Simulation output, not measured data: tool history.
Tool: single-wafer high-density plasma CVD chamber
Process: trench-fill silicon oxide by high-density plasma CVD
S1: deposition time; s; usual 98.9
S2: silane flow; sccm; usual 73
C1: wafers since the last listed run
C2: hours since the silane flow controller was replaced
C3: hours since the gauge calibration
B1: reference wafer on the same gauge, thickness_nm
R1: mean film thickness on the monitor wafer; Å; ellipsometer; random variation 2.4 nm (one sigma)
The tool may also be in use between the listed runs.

| run | day | S1 | S2 | C1 | C2 | C3 | B1 | R1 |
|---|---|---|---|---|---|---|---|---|
| 1 | 0.000 | 98.9 | 73 | 0 | 1304.2 | 333.1 | 785.129 | 7436.23 |
| 2 | 0.750 | 98.9 | 73 | 318 | 1322.2 | 351.1 | 785.555 | 7406.98 |
| 3 | 2.242 | 98.9 | 73 | 633 | 1358.0 | 386.9 | 784.258 | 7425.09 |
| 4 | 3.267 | 98.9 | 73 | 435 | 1382.6 | 411.5 | 785.052 | 7377.93 |
| 5 | 5.408 | 98.9 | 78 | 909 | 1434.0 | 462.9 | 784.714 | 7910.02 |
| 6 | 6.446 | 98.9 | 78 | 440 | 1458.9 | 487.8 | 785.060 | 7946.42 |
| 7 | 7.375 | 98.9 | 73 | 394 | 1481.2 | 510.1 | 785.051 | 7438.05 |
| 8 | 8.117 | 98.9 | 73 | 314 | 1499.0 | 527.9 | 783.980 | 7418.04 |
| 9 | 9.367 | 98.9 | 73 | 530 | 1529.0 | 557.9 | 785.179 | 7441.61 |
| 10 | 10.279 | 98.9 | 73 | 387 | 1550.9 | 579.8 | 784.557 | 7455.04 |
| 11 | 10.825 | 98.9 | 73 | 231 | 1564.0 | 592.9 | 784.794 | 7423.43 |
| 12 | 12.083 | 84.6 | 73 | 534 | 1594.2 | 623.1 | 785.697 | 6353.67 |
| 13 | 12.658 | 94.4 | 73 | 244 | 1608.0 | 636.9 | 785.167 | 7140.22 |
| 14 | 14.608 | 94.4 | 73 | 828 | 1654.8 | 683.7 | 784.588 | 7083.78 |
| 15 | 15.388 | 94.4 | 73 | 330 | 1673.5 | 702.4 | 785.327 | 7085.10 |
| 16 | 16.188 | 98.9 | 73 | 339 | 1692.7 | 721.6 | 785.463 | 7402.49 |
| 17 | 17.021 | 98.9 | 73 | 353 | 1712.7 | 741.6 | 784.917 | 7437.74 |
| 18 | 17.533 | 98.9 | 73 | 217 | 1725.0 | 753.9 | 785.012 | 7434.80 |
| 19 | 18.846 | 98.9 | 77 | 557 | 1756.5 | 785.4 | 785.654 | 7865.71 |
| 20 | 19.479 | 98.9 | 73 | 268 | 1771.7 | 800.6 | 784.961 | 7441.85 |
| 21 | 20.938 | 98.9 | 80 | 619 | 1806.7 | 835.6 | 784.297 | 8162.20 |
| 22 | 21.625 | 82.4 | 62 | 291 | 1823.2 | 852.1 | 784.982 | 5247.05 |
| 23 | 22.267 | 91.3 | 65 | 272 | 1838.6 | 867.5 | 785.191 | 6121.30 |
|  | 22.912 | silane flow controller replaced |
| 24 | 23.550 | 104.9 | 77 | 403 | 15.3 | 898.3 | 784.642 | 7736.30 |
| 25 | 24.821 | 118.3 | 84 | 539 | 45.8 | 928.8 | 785.182 | 9574.72 |
| 26 | 25.704 | 82.4 | 62 | 375 | 67.0 | 950.0 | 786.047 | 4934.79 |
|  | 26.042 | gauge calibrated |
| 27 | 27.121 | 87.0 | 73 | 601 | 101.0 | 25.9 | 785.276 | 6155.72 |
| 28 | 28.671 | 98.9 | 73 | 658 | 138.2 | 63.1 | 785.255 | 6996.82 |
| 29 | 30.596 | 98.9 | 69 | 817 | 184.4 | 109.3 | 785.203 | 6675.43 |
| 30 | 31.725 | 88.5 | 78 | 479 | 211.5 | 136.4 | 784.882 | 6754.25 |
| 31 | 32.625 | 98.9 | 73 | 382 | 233.1 | 158.0 | 785.006 | 7075.81 |
| 32 | 33.271 | 92.9 | 79 | 274 | 248.6 | 173.5 | 784.191 | 7199.62 |
| 33 | 34.508 | 104.9 | 77 | 525 | 278.3 | 203.2 | 785.215 | 7913.59 |
| 34 | 35.300 | 106.1 | 69 | 336 | 297.3 | 222.2 | 784.894 | 7175.61 |
| 35 | 36.388 | 98.9 | 60 | 461 | 323.4 | 248.3 | 784.758 | 5871.14 |
| 36 | 37.329 | 98.9 | 62 | 399 | 346.0 | 270.9 | 785.587 | 6068.88 |

Hidden state at the last listed run before each entry between runs and at the first one after, where it differs:
Between runs 23 and 24: silane flow controller replaced (day 22.912)
  delivered silane flow above the setpoint (%): 6.46 -> -0.711
  measured less the result without the state, R1: +371.37 -> -55.41 Å
Between runs 26 and 27: gauge calibrated (day 26.042)
  delivered silane flow above the setpoint (%): -0.171 -> 0.158
  measured less the result without the state, R1: -8.45 -> +9.71 Å

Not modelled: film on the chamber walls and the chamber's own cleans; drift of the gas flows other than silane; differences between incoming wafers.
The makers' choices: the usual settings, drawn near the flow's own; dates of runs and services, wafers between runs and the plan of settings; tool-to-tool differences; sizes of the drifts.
